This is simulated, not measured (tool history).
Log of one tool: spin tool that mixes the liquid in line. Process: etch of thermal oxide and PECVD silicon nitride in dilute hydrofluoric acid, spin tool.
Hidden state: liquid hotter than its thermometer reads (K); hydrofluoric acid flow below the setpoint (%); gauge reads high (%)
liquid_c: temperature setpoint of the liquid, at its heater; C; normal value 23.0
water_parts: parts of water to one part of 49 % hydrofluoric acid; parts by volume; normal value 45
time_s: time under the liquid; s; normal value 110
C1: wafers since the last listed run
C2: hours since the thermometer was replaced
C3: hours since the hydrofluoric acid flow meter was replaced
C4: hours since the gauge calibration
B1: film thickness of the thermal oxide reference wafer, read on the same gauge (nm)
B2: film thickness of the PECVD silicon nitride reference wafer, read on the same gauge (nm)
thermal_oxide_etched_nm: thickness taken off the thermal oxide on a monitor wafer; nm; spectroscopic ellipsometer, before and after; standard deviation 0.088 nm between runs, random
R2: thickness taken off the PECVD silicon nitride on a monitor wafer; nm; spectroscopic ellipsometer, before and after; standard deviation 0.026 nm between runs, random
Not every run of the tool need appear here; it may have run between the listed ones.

run 1 hour=0.0 | liquid_c=20.5 water_parts=45 time_s=110 | C1=0 C2=544.3 C3=174.1 C4=2144.4 | B1=39.95 B2=130.028 | thermal_oxide_etched_nm=12.42 R2=3.980
run 2 hour=96.9 | liquid_c=24.5 water_parts=30 time_s=145 | C1=1004 C2=641.2 C3=271.0 C4=2241.3 | B1=40.00 B2=130.015 | thermal_oxide_etched_nm=29.22 R2=10.083
run 3 hour=200.7 | liquid_c=23.0 water_parts=40 time_s=110 | C1=1075 C2=745.0 C3=374.8 C4=2345.1 | B1=39.97 B2=129.997 | thermal_oxide_etched_nm=15.34 R2=5.255
-- hour=292.9 thermometer replaced
run 4 hour=302.0 | liquid_c=23.0 water_parts=30 time_s=110 | C1=1039 C2=9.1 C3=476.1 C4=2446.4 | B1=39.96 B2=130.021 | thermal_oxide_etched_nm=20.97 R2=6.889
-- hour=338.6 gauge calibrated
run 5 hour=365.9 | liquid_c=20.0 water_parts=25 time_s=45 | C1=662 C2=73.0 C3=540.0 C4=27.3 | B1=40.00 B2=130.007 | thermal_oxide_etched_nm=9.19 R2=2.713
run 6 hour=471.0 | liquid_c=23.0 water_parts=45 time_s=110 | C1=1089 C2=178.1 C3=645.1 C4=132.4 | B1=39.98 B2=129.998 | thermal_oxide_etched_nm=13.56 R2=4.670
run 7 hour=529.0 | liquid_c=23.0 water_parts=45 time_s=155 | C1=601 C2=236.1 C3=703.1 C4=190.4 | B1=40.03 B2=129.961 | thermal_oxide_etched_nm=19.07 R2=6.628
-- hour=586.1 hydrofluoric acid flow meter replaced
run 8 hour=621.6 | liquid_c=23.0 water_parts=45 time_s=130 | C1=949 C2=328.7 C3=35.5 C4=283.0 | B1=39.99 B2=129.979 | thermal_oxide_etched_nm=16.18 R2=5.498
run 9 hour=717.0 | liquid_c=20.0 water_parts=35 time_s=90 | C1=988 C2=424.1 C3=130.9 C4=378.4 | B1=39.99 B2=129.978 | thermal_oxide_etched_nm=12.98 R2=3.949
run 10 hour=837.3 | liquid_c=19.5 water_parts=55 time_s=160 | C1=1247 C2=544.4 C3=251.2 C4=498.7 | B1=40.04 B2=129.992 | thermal_oxide_etched_nm=13.77 R2=4.396
run 11 hour=929.0 | liquid_c=23.0 water_parts=45 time_s=130 | C1=950 C2=636.1 C3=342.9 C4=590.4 | B1=39.99 B2=130.025 | thermal_oxide_etched_nm=16.37 R2=5.495
run 12 hour=1021.5 | liquid_c=26.0 water_parts=30 time_s=170 | C1=958 C2=728.6 C3=435.4 C4=682.9 | B1=39.99 B2=129.989 | thermal_oxide_etched_nm=36.97 R2=13.006
-- hour=1039.8 thermometer replaced
run 13 hour=1125.1 | liquid_c=23.0 water_parts=45 time_s=110 | C1=1063 C2=85.3 C3=539.0 C4=786.5 | B1=39.99 B2=129.991 | thermal_oxide_etched_nm=13.70 R2=4.657
run 14 hour=1190.7 | liquid_c=20.0 water_parts=35 time_s=90 | C1=680 C2=150.9 C3=604.6 C4=852.1 | B1=40.00 B2=130.001 | thermal_oxide_etched_nm=13.02 R2=3.947
run 15 hour=1231.4 | liquid_c=24.5 water_parts=45 time_s=110 | C1=421 C2=191.6 C3=645.3 C4=892.8 | B1=39.99 B2=130.042 | thermal_oxide_etched_nm=14.53 R2=5.144
-- hour=1295.9 hydrofluoric acid flow meter replaced
run 16 hour=1320.7 | liquid_c=27.0 water_parts=45 time_s=170 | C1=915 C2=280.9 C3=24.8 C4=982.1 | B1=39.98 B2=130.038 | thermal_oxide_etched_nm=25.05 R2=9.294
run 17 hour=1422.3 | liquid_c=23.0 water_parts=45 time_s=80 | C1=1053 C2=382.5 C3=126.4 C4=1083.7 | B1=40.02 B2=130.006 | thermal_oxide_etched_nm=9.99 R2=3.378
run 18 hour=1471.5 | liquid_c=23.0 water_parts=45 time_s=110 | C1=510 C2=431.7 C3=175.6 C4=1132.9 | B1=39.99 B2=129.982 | thermal_oxide_etched_nm=13.73 R2=4.658
run 19 hour=1561.0 | liquid_c=23.0 water_parts=45 time_s=145 | C1=927 C2=521.2 C3=265.1 C4=1222.4 | B1=40.01 B2=129.982 | thermal_oxide_etched_nm=18.07 R2=6.123
run 20 hour=1600.9 | liquid_c=27.5 water_parts=45 time_s=110 | C1=413 C2=561.1 C3=305.0 C4=1262.3 | B1=40.03 B2=130.012 | thermal_oxide_etched_nm=16.50 R2=6.230
run 21 hour=1654.0 | liquid_c=23.0 water_parts=45 time_s=110 | C1=550 C2=614.2 C3=358.1 C4=1315.4 | B1=39.99 B2=130.004 | thermal_oxide_etched_nm=13.84 R2=4.616
run 22 hour=1761.8 | liquid_c=21.0 water_parts=60 time_s=145 | C1=1117 C2=722.0 C3=465.9 C4=1423.2 | B1=40.00 B2=129.987 | thermal_oxide_etched_nm=12.23 R2=4.036
-- hour=1820.7 thermometer replaced
run 23 hour=1822.3 | liquid_c=26.5 water_parts=55 time_s=145 | C1=616 C2=1.6 C3=526.4 C4=1483.7 | B1=39.99 B2=130.005 | thermal_oxide_etched_nm=16.82 R2=6.334
run 24 hour=1879.7 | liquid_c=23.0 water_parts=45 time_s=110 | C1=595 C2=59.0 C3=583.8 C4=1541.1 | B1=39.99 B2=129.997 | thermal_oxide_etched_nm=13.67 R2=4.694

Run-by-run hidden state of the tool:
liquid hotter than its thermometer reads (K): 0 across all the runs
hydrofluoric acid flow below the setpoint (%): 0 across all the runs
gauge reads high (%): 0 across all the runs
